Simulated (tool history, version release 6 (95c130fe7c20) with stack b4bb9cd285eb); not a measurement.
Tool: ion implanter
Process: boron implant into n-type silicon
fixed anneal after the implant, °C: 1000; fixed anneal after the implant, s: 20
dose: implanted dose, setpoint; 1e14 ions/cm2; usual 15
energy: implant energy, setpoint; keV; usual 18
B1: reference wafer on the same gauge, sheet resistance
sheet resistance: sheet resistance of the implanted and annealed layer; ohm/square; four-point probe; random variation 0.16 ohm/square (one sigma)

run 1 day=0 | dose=17 energy=18 | B1=90.04 | sheet_resistance=98.08
run 2 day=1.546 | dose=17 energy=18 | B1=89.95 | sheet_resistance=98.34
run 3 day=4.271 | dose=17 energy=18 | B1=90.02 | sheet_resistance=97.74
run 4 day=6.271 | dose=15 energy=21.5 | B1=90.01 | sheet_resistance=101.3
run 5 day=12.104 | dose=15 energy=20 | B1=89.98 | sheet_resistance=102.17
run 6 day=14.617 | dose=15 energy=20 | B1=89.96 | sheet_resistance=102.01
run 7 day=17.25 | dose=15 energy=20 | B1=90.02 | sheet_resistance=101.77
run 8 day=18.558 | dose=17.9 energy=13 | B1=90.06 | sheet_resistance=106.9
run 9 day=22.675 | dose=17.9 energy=13 | B1=90.02 | sheet_resistance=107.52
run 10 day=24.646 | dose=13.77 energy=18 | B1=89.99 | sheet_resistance=111.1
run 11 day=27.504 | dose=13.77 energy=18 | B1=90 | sheet_resistance=111.13
run 12 day=30.142 | dose=15 energy=15.5 | B1=90.03 | sheet_resistance=109.14
run 13 day=31.512 | dose=15 energy=15.5 | B1=89.9 | sheet_resistance=109.37
run 14 day=33.804 | dose=15 energy=15.5 | B1=90.03 | sheet_resistance=109.03
run 15 day=39.571 | dose=15 energy=16.5 | B1=89.99 | sheet_resistance=107.02
run 16 day=41.733 | dose=17.98 energy=18 | B1=90.03 | sheet_resistance=94.9
run 17 day=44.021 | dose=17.98 energy=18 | B1=89.98 | sheet_resistance=94.95
run 18 day=48.908 | dose=15 energy=18 | B1=90.03 | sheet_resistance=104.39
run 19 day=50.646 | dose=10.88 energy=13 | B1=90.01 | sheet_resistance=136.71
run 20 day=52.858 | dose=11.04 energy=20.5 | B1=90.04 | sheet_resistance=125.79
run 21 day=55.221 | dose=18.89 energy=12.5 | B1=90.09 | sheet_resistance=106.36
run 22 day=56.829 | dose=11.7 energy=22.5 | B1=89.97 | sheet_resistance=118.75
run 23 day=59.108 | dose=12.59 energy=22 | B1=89.94 | sheet_resistance=112.45
run 24 day=60.567 | dose=15 energy=18 | B1=89.9 | sheet_resistance=103.76
run 25 day=63.121 | dose=15 energy=16.5 | B1=89.99 | sheet_resistance=105.66
run 26 day=64.333 | dose=18.2 energy=18 | B1=89.92 | sheet_resistance=93.56
run 27 day=66.25 | dose=17.98 energy=18 | B1=90.01 | sheet_resistance=94.15
run 28 day=69.438 | dose=11.29 energy=13.5 | B1=90.02 | sheet_resistance=132.92
run 29 day=72.488 | dose=19.41 energy=21.5 | B1=90.01 | sheet_resistance=86.79
run 30 day=74.842 | dose=10.53 energy=13 | B1=89.97 | sheet_resistance=139.97
run 31 day=76.338 | dose=15 energy=16.5 | B1=90.04 | sheet_resistance=106.9
run 32 day=78.429 | dose=17 energy=18 | B1=89.94 | sheet_resistance=97.64
run 33 day=81.338 | dose=17.73 energy=20 | B1=90.02 | sheet_resistance=92.58
run 34 day=83.012 | dose=11.19 energy=13.5 | B1=89.91 | sheet_resistance=132.88
run 35 day=84.904 | dose=15 energy=18 | B1=90.02 | sheet_resistance=104.04

Not shown: 5 entries that the log had between the listed runs. Between which runs, and how does the tool's hidden state differ before and after?
Between runs 8 and 9: Faraday cup replaced and dose calibrated (day 21.742)
  deviation of the true dose from the Faraday cup's reading, %: 2.19 -> -0.047; deviation of the true energy from its setpoint, %: -3.21 -> -3.34
  measured less the result without the state, sheet resistance: +0.62 -> +1.49 ohm/square
Between runs 17 and 18: Faraday cup replaced and dose calibrated (day 45.079); extraction supply calibrated (day 46.2)
  deviation of the true dose from the Faraday cup's reading, %: 2.13 -> 0.377; deviation of the true energy from its setpoint, %: -3.99 -> -0.473
  measured less the result without the state, sheet resistance: +0.19 -> -0.12 ohm/square
Between runs 24 and 25: gauge calibrated (day 61.958)
  deviation of the true dose from the Faraday cup's reading, %: 1.37 -> 1.74; deviation of the true energy from its setpoint, %: -0.829 -> -0.907
  measured less the result without the state, sheet resistance: -0.64 -> -0.77 ohm/square
Between runs 27 and 28: Faraday cup replaced and dose calibrated (day 69.417)
  deviation of the true dose from the Faraday cup's reading, %: 2.28 -> 0.123; deviation of the true energy from its setpoint, %: -1 -> -1.1
  measured less the result without the state, sheet resistance: -0.77 -> +0.18 ohm/square

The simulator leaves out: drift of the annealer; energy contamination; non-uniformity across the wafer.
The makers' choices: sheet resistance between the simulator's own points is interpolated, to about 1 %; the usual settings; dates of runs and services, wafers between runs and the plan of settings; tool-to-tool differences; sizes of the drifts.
